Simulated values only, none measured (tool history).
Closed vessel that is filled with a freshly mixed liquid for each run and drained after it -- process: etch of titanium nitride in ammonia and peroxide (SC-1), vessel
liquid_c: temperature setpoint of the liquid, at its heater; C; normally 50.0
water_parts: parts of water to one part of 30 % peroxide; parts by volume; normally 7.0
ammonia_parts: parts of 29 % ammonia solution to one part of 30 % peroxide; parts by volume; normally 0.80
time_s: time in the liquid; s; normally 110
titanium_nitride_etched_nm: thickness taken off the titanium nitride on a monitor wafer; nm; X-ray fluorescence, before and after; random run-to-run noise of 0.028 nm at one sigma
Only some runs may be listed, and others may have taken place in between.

run,hour,liquid_c,water_parts,ammonia_parts,time_s,wafers since the last listed run,hours since the thermometer was replaced,hours since the ammonia flow meter was replaced,hours since the drum of ammonia solution was connected,hours since the gauge calibration,"read-back film thickness of the titanium nitride reference wafer, read on the same gauge (nm)",titanium_nitride_etched_nm
1,0.0,50.0,7.0,0.80,110,0,2561.4,476.6,854.6,211.5,130.00,9.26
2,27.9,50.0,7.0,0.80,110,3951,2589.3,504.5,882.5,239.4,130.00,9.33
3,47.4,50.0,9.5,0.80,110,2761,2608.8,524.0,902.0,258.9,130.01,7.99
4,119.2,50.0,7.0,0.80,110,10169,2680.6,595.8,973.8,330.7,130.03,9.29
5,146.0,50.0,7.0,0.80,110,3795,2707.4,622.6,1000.6,357.5,130.01,9.26
6,164.8,50.0,7.0,0.80,110,2662,2726.2,641.4,1019.4,376.3,129.96,9.28
7,191.7,50.0,7.0,0.80,110,3810,2753.1,668.3,1046.3,403.2,130.02,9.29
8,206.3,50.0,7.0,0.80,110,2067,2767.7,682.9,1060.9,417.8,130.04,9.24
9,227.2,50.0,7.0,0.80,110,2960,2788.6,703.8,1081.8,438.7,130.01,9.26
10,262.6,50.0,7.0,0.80,110,5014,2824.0,739.2,1117.2,474.1,129.99,9.26
# hour 287.8: gauge calibrated
11,288.5,50.0,7.0,0.80,110,3668,2849.9,765.1,1143.1,0.7,130.00,9.27
12,315.7,50.0,7.0,1.05,75,3852,2877.1,792.3,1170.3,27.9,129.94,6.54
# hour 346.6: new drum of ammonia solution connected
13,351.7,50.0,7.0,0.80,110,4957,2913.1,828.3,5.1,63.9,130.03,9.17
14,385.6,50.0,9.0,0.95,110,4801,2947.0,862.2,39.0,97.8,129.98,8.30
15,407.0,53.5,7.0,0.70,110,3031,2968.4,883.6,60.4,119.2,130.01,11.36
16,431.0,46.5,7.0,0.45,110,3399,2992.4,907.6,84.4,143.2,129.97,6.48
# hour 460.3: ammonia flow meter replaced
17,460.8,56.5,7.0,0.45,110,4079,3022.2,0.5,114.2,173.0,129.95,12.96
# hour 468.3: thermometer replaced
# hour 469.5: new drum of ammonia solution connected, repeated, since the last time left the tool worse
18,486.7,58.0,5.0,0.55,110,3385,18.4,26.4,17.2,198.9,129.99,17.87
19,510.9,50.0,8.0,0.80,110,3427,42.6,50.6,41.4,223.1,129.98,8.78
20,576.4,50.0,7.0,0.80,110,9277,108.1,116.1,106.9,288.6,129.98,9.40
21,609.1,54.0,10.0,0.50,110,4631,140.8,148.8,139.6,321.3,129.98,9.57
22,627.5,50.0,7.0,1.10,110,2606,159.2,167.2,158.0,339.7,129.94,9.72
23,699.6,50.0,7.0,0.80,50,10212,231.3,239.3,230.1,411.8,130.02,4.27
24,727.8,50.0,7.0,0.80,110,3994,259.5,267.5,258.3,440.0,129.97,9.34
25,762.0,57.0,5.0,0.50,170,4844,293.7,301.7,292.5,474.2,129.97,25.45
# hour 768.6: gauge calibrated
26,796.4,50.0,5.0,0.80,110,4872,328.1,336.1,326.9,27.8,129.96,10.88
27,820.7,50.0,7.0,0.80,110,3441,352.4,360.4,351.2,52.1,130.04,9.32
28,833.7,50.0,7.0,0.80,110,1841,365.4,373.4,364.2,65.1,129.99,9.30

Below, some changes in titanium_nitride_etched_nm between adjacent runs. For each, the amount present without the hidden state too (settings, incoming material, random variation) and the amount remaining for the hidden state with gauge scatter not shared by both compared results:
Unlogged tool condition in this case: liquid colder than its thermometer reads (K); ammonia flow above the setpoint (%); ammonia solution weaker than its label (%); gauge reads high (%).
Run 16 -> 17: liquid_c 46.5 -> 56.5, ammonia flow meter replaced. titanium_nitride_etched_nm +6.48 nm: hidden state -0.19, all else +6.67.
Run 17 -> 18: liquid_c 56.5 -> 58.0, water_parts 7.0 -> 5.0, ammonia_parts 0.45 -> 0.55, thermometer replaced, new drum of ammonia solution connected, repeated, since the last time left the tool worse. titanium_nitride_etched_nm +4.91 nm: hidden state +0.37, all else +4.54.
Run 24 -> 25: liquid_c 50.0 -> 57.0, water_parts 7.0 -> 5.0, ammonia_parts 0.80 -> 0.50, time_s 110 -> 170. titanium_nitride_etched_nm +16.11 nm: hidden state -0.06, all else +16.17.
Run 25 -> 26: liquid_c 57.0 -> 50.0, ammonia_parts 0.50 -> 0.80, time_s 170 -> 110, gauge calibrated. titanium_nitride_etched_nm -14.57 nm: hidden state +0.05, all else -14.62.
